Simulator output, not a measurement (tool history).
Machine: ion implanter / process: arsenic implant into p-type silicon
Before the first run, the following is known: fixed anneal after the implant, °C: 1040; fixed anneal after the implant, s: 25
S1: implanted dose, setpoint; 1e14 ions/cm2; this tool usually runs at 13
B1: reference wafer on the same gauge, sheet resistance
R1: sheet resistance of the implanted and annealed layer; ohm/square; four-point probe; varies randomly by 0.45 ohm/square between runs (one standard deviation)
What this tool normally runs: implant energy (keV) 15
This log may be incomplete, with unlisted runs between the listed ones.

run 1 hour=0 | S1=13 implant_energy_(keV)=15 | B1=128.05 | R1=114.15
run 2 hour=89 | S1=13 implant_energy_(keV)=15 | B1=128.13 | R1=114.6
run 3 hour=132.8 | S1=13 implant_energy_(keV)=15 | B1=128.06 | R1=114.49
-- hour=145.7 Faraday cup replaced and dose calibrated
run 4 hour=237.3 | S1=13 implant_energy_(keV)=15 | B1=128.07 | R1=113.19
run 5 hour=302.4 | S1=13 implant_energy_(keV)=15 | B1=127.99 | R1=113.21
run 6 hour=339.3 | S1=13 implant_energy_(keV)=17.5 | B1=127.95 | R1=112.72
run 7 hour=424.3 | S1=13 implant_energy_(keV)=17.5 | B1=128 | R1=112.22
run 8 hour=528.8 | S1=13 implant_energy_(keV)=17.5 | B1=127.92 | R1=112.31
-- hour=531.1 gauge calibrated
run 9 hour=612.4 | S1=13 implant_energy_(keV)=15 | B1=127.93 | R1=114.75
-- hour=651.3 Faraday cup replaced and dose calibrated
run 10 hour=689.4 | S1=13 implant_energy_(keV)=15 | B1=128.03 | R1=113.25
run 11 hour=744.9 | S1=13 implant_energy_(keV)=15 | B1=127.99 | R1=113.7
run 12 hour=816.1 | S1=15.91 implant_energy_(keV)=12 | B1=128.01 | R1=105.55
run 13 hour=867.2 | S1=13 implant_energy_(keV)=15 | B1=128.11 | R1=113.79
run 14 hour=1023.2 | S1=16.87 implant_energy_(keV)=13.5 | B1=127.94 | R1=102.35
run 15 hour=1088.1 | S1=14.02 implant_energy_(keV)=13 | B1=127.98 | R1=110.87
-- hour=1147.2 Faraday cup replaced and dose calibrated
run 16 hour=1147.7 | S1=16.02 implant_energy_(keV)=19.5 | B1=128.04 | R1=98.33
-- hour=1206.9 extraction supply calibrated
run 17 hour=1224.3 | S1=9.42 implant_energy_(keV)=15 | B1=127.95 | R1=137.32
run 18 hour=1321.2 | S1=11.06 implant_energy_(keV)=10.5 | B1=127.97 | R1=127.43
run 19 hour=1395.6 | S1=16.87 implant_energy_(keV)=13.5 | B1=128.07 | R1=102.22
run 20 hour=1441.3 | S1=16.3 implant_energy_(keV)=16.5 | B1=127.96 | R1=100.83
run 21 hour=1483.9 | S1=13 implant_energy_(keV)=15 | B1=128.07 | R1=114.15
run 22 hour=1577.9 | S1=13 implant_energy_(keV)=15 | B1=127.93 | R1=114.15

Below, some changes in R1 between adjacent runs. For each, the amount present without the hidden state too (settings, incoming material, random variation) and the amount remaining for the hidden state with gauge scatter not shared by both compared results:
What the log doesn't record here: deviation of the true dose from the Faraday cup's reading, %; deviation of the true energy from its setpoint, %; gauge reads high (%).
Run 9 -> 10: Faraday cup replaced and dose calibrated. R1 -1.5 ohm/square: hidden state -1.81, all else +0.31.
Run 15 -> 16: S1 14.02 -> 16.02, implant energy (keV) 13 -> 19.5, Faraday cup replaced and dose calibrated. R1 -12.54 ohm/square: hidden state -1.73, all else -10.81.
Run 16 -> 17: S1 16.02 -> 9.42, implant energy (keV) 19.5 -> 15, extraction supply calibrated. R1 +38.99 ohm/square: hidden state +1.45, all else +37.54.
Run 18 -> 19: S1 11.06 -> 16.87, implant energy (keV) 10.5 -> 13.5. R1 -25.21 ohm/square: hidden state -0.8, all else -24.41.
